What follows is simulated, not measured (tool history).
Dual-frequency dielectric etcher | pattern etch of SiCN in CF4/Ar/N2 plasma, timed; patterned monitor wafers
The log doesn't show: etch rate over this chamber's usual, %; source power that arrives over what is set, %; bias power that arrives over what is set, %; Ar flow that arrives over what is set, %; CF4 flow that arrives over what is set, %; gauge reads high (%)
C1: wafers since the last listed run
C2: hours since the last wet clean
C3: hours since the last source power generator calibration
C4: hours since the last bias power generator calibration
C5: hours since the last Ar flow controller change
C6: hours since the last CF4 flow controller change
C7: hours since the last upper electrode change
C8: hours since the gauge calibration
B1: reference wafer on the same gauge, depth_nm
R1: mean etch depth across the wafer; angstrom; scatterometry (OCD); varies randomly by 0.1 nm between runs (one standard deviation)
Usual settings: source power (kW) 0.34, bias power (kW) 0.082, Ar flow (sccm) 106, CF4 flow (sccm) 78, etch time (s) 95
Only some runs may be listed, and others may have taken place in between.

run 1 day=0 | source_power_(kW)=0.34 bias_power_(kW)=0.082 Ar_flow_(sccm)=106 CF4_flow_(sccm)=78 etch_time_(s)=95 | C1=0 C2=376 C3=4.5 C4=3874 C5=3151.8 C6=44.4 C7=55.3 C8=260.3 | B1=69.3 | R1=685
run 2 day=0.671 | source_power_(kW)=0.34 bias_power_(kW)=0.082 Ar_flow_(sccm)=106 CF4_flow_(sccm)=78 etch_time_(s)=95 | C1=120 C2=392.1 C3=20.6 C4=3890.1 C5=3167.9 C6=60.5 C7=71.4 C8=276.4 | B1=69.3 | R1=684
-- day=1.079 gauge calibrated
run 3 day=1.104 | source_power_(kW)=0.34 bias_power_(kW)=0.087 Ar_flow_(sccm)=106 CF4_flow_(sccm)=87 etch_time_(s)=95 | C1=78 C2=402.5 C3=31 C4=3900.5 C5=3178.3 C6=70.9 C7=81.8 C8=0.6 | B1=69.3 | R1=714
run 4 day=1.721 | source_power_(kW)=0.26 bias_power_(kW)=0.092 Ar_flow_(sccm)=106 CF4_flow_(sccm)=64 etch_time_(s)=95 | C1=111 C2=417.3 C3=45.8 C4=3915.3 C5=3193.1 C6=85.7 C7=96.6 C8=15.4 | B1=69.3 | R1=568
run 5 day=2.279 | source_power_(kW)=0.34 bias_power_(kW)=0.082 Ar_flow_(sccm)=99 CF4_flow_(sccm)=93 etch_time_(s)=85.5 | C1=100 C2=430.7 C3=59.2 C4=3928.7 C5=3206.5 C6=99.1 C7=110 C8=28.8 | B1=69.3 | R1=635
-- day=2.479 bias power generator calibrated
-- day=2.608 Ar flow controller replaced
run 6 day=2.817 | source_power_(kW)=0.29 bias_power_(kW)=0.082 Ar_flow_(sccm)=106 CF4_flow_(sccm)=66 etch_time_(s)=67 | C1=43 C2=443.6 C3=72.1 C4=8.1 C5=5 C6=112 C7=122.9 C8=41.7 | B1=69.3 | R1=416
-- day=4.204 wet clean of the chamber
run 7 day=4.225 | source_power_(kW)=0.34 bias_power_(kW)=0.064 Ar_flow_(sccm)=106 CF4_flow_(sccm)=62 etch_time_(s)=85.5 | C1=73 C2=0.5 C3=105.9 C4=41.9 C5=38.8 C6=145.8 C7=156.7 C8=75.5 | B1=69.3 | R1=539
run 8 day=4.242 | source_power_(kW)=0.34 bias_power_(kW)=0.082 Ar_flow_(sccm)=106 CF4_flow_(sccm)=84 etch_time_(s)=83 | C1=3 C2=0.9 C3=106.3 C4=42.3 C5=39.2 C6=146.2 C7=157.1 C8=75.9 | B1=69.3 | R1=615
run 9 day=4.254 | source_power_(kW)=0.34 bias_power_(kW)=0.076 Ar_flow_(sccm)=106 CF4_flow_(sccm)=78 etch_time_(s)=95 | C1=2 C2=1.2 C3=106.6 C4=42.6 C5=39.5 C6=146.5 C7=157.4 C8=76.2 | B1=69.3 | R1=674
run 10 day=4.642 | source_power_(kW)=0.34 bias_power_(kW)=0.082 Ar_flow_(sccm)=106 CF4_flow_(sccm)=78 etch_time_(s)=102.5 | C1=69 C2=10.5 C3=115.9 C4=51.9 C5=48.8 C6=155.8 C7=166.7 C8=85.5 | B1=69.3 | R1=750
run 11 day=5.008 | source_power_(kW)=0.34 bias_power_(kW)=0.07 Ar_flow_(sccm)=106 CF4_flow_(sccm)=78 etch_time_(s)=95 | C1=66 C2=19.3 C3=124.7 C4=60.7 C5=57.6 C6=164.6 C7=175.5 C8=94.3 | B1=69.3 | R1=648
run 12 day=5.321 | source_power_(kW)=0.38 bias_power_(kW)=0.082 Ar_flow_(sccm)=106 CF4_flow_(sccm)=78 etch_time_(s)=95 | C1=56 C2=26.8 C3=132.2 C4=68.2 C5=65.1 C6=172.1 C7=183 C8=101.8 | B1=69.3 | R1=761
run 13 day=5.838 | source_power_(kW)=0.34 bias_power_(kW)=0.076 Ar_flow_(sccm)=106 CF4_flow_(sccm)=86 etch_time_(s)=95 | C1=93 C2=39.2 C3=144.6 C4=80.6 C5=77.5 C6=184.5 C7=195.4 C8=114.2 | B1=69.3 | R1=683
run 14 day=6.167 | source_power_(kW)=0.36 bias_power_(kW)=0.075 Ar_flow_(sccm)=93 CF4_flow_(sccm)=78 etch_time_(s)=95 | C1=59 C2=47.1 C3=152.5 C4=88.5 C5=85.4 C6=192.4 C7=203.3 C8=122.1 | B1=69.3 | R1=707
run 15 day=6.55 | source_power_(kW)=0.34 bias_power_(kW)=0.082 Ar_flow_(sccm)=106 CF4_flow_(sccm)=78 etch_time_(s)=95 | C1=69 C2=56.3 C3=161.7 C4=97.7 C5=94.6 C6=201.6 C7=212.5 C8=131.3 | B1=69.3 | R1=696
run 16 day=7.238 | source_power_(kW)=0.27 bias_power_(kW)=0.082 Ar_flow_(sccm)=106 CF4_flow_(sccm)=78 etch_time_(s)=122.5 | C1=123 C2=72.8 C3=178.2 C4=114.2 C5=111.1 C6=218.1 C7=229 C8=147.8 | B1=69.3 | R1=749
run 17 day=7.625 | source_power_(kW)=0.39 bias_power_(kW)=0.082 Ar_flow_(sccm)=83 CF4_flow_(sccm)=84 etch_time_(s)=114 | C1=69 C2=82.1 C3=187.5 C4=123.5 C5=120.4 C6=227.4 C7=238.3 C8=157.1 | B1=69.3 | R1=961
run 18 day=8.112 | source_power_(kW)=0.31 bias_power_(kW)=0.065 Ar_flow_(sccm)=106 CF4_flow_(sccm)=92 etch_time_(s)=80 | C1=87 C2=93.8 C3=199.2 C4=135.2 C5=132.1 C6=239.1 C7=250 C8=168.8 | B1=69.3 | R1=503
run 19 day=8.462 | source_power_(kW)=0.34 bias_power_(kW)=0.082 Ar_flow_(sccm)=106 CF4_flow_(sccm)=78 etch_time_(s)=102.5 | C1=63 C2=102.2 C3=207.6 C4=143.6 C5=140.5 C6=247.5 C7=258.4 C8=177.2 | B1=69.3 | R1=750
run 20 day=8.879 | source_power_(kW)=0.34 bias_power_(kW)=0.102 Ar_flow_(sccm)=106 CF4_flow_(sccm)=78 etch_time_(s)=114.5 | C1=75 C2=112.2 C3=217.6 C4=153.6 C5=150.5 C6=257.5 C7=268.4 C8=187.2 | B1=69.3 | R1=926
run 21 day=9.388 | source_power_(kW)=0.34 bias_power_(kW)=0.082 Ar_flow_(sccm)=106 CF4_flow_(sccm)=78 etch_time_(s)=95 | C1=91 C2=124.4 C3=229.8 C4=165.8 C5=162.7 C6=269.7 C7=280.6 C8=199.4 | B1=69.3 | R1=697
run 22 day=10.125 | source_power_(kW)=0.34 bias_power_(kW)=0.082 Ar_flow_(sccm)=106 CF4_flow_(sccm)=86 etch_time_(s)=95 | C1=132 C2=142.1 C3=247.5 C4=183.5 C5=180.4 C6=287.4 C7=298.3 C8=217.1 | B1=69.3 | R1=706

What if the next run were any one of these 3? Each begins from the tool's condition after run 22:
run A day=10.142 | source_power_(kW)=0.34 bias_power_(kW)=0.082 Ar_flow_(sccm)=106 CF4_flow_(sccm)=78 etch_time_(s)=95 | C1=3 C2=142.5 C3=247.9 C4=183.9 C5=180.8 C6=287.8 C7=298.7 C8=217.5 | B1=? | R1=?
run B day=10.142 | source_power_(kW)=0.34 bias_power_(kW)=0.082 Ar_flow_(sccm)=106 CF4_flow_(sccm)=62 etch_time_(s)=95 | C1=3 C2=142.5 C3=247.9 C4=183.9 C5=180.8 C6=287.8 C7=298.7 C8=217.5 | B1=? | R1=?
run C day=10.142 | source_power_(kW)=0.34 bias_power_(kW)=0.087 Ar_flow_(sccm)=106 CF4_flow_(sccm)=95 etch_time_(s)=95 | C1=3 C2=142.5 C3=247.9 C4=183.9 C5=180.8 C6=287.8 C7=298.7 C8=217.5 | B1=? | R1=?

run=A B1=69.3 R1=698
run=B B1=69.3 R1=673
run=C B1=69.3 R1=736
The same runs, with their run-to-run variation unchanged, on a tool lacking any hidden condition would have given:
run=A R1=702
run=B R1=677
run=C R1=741

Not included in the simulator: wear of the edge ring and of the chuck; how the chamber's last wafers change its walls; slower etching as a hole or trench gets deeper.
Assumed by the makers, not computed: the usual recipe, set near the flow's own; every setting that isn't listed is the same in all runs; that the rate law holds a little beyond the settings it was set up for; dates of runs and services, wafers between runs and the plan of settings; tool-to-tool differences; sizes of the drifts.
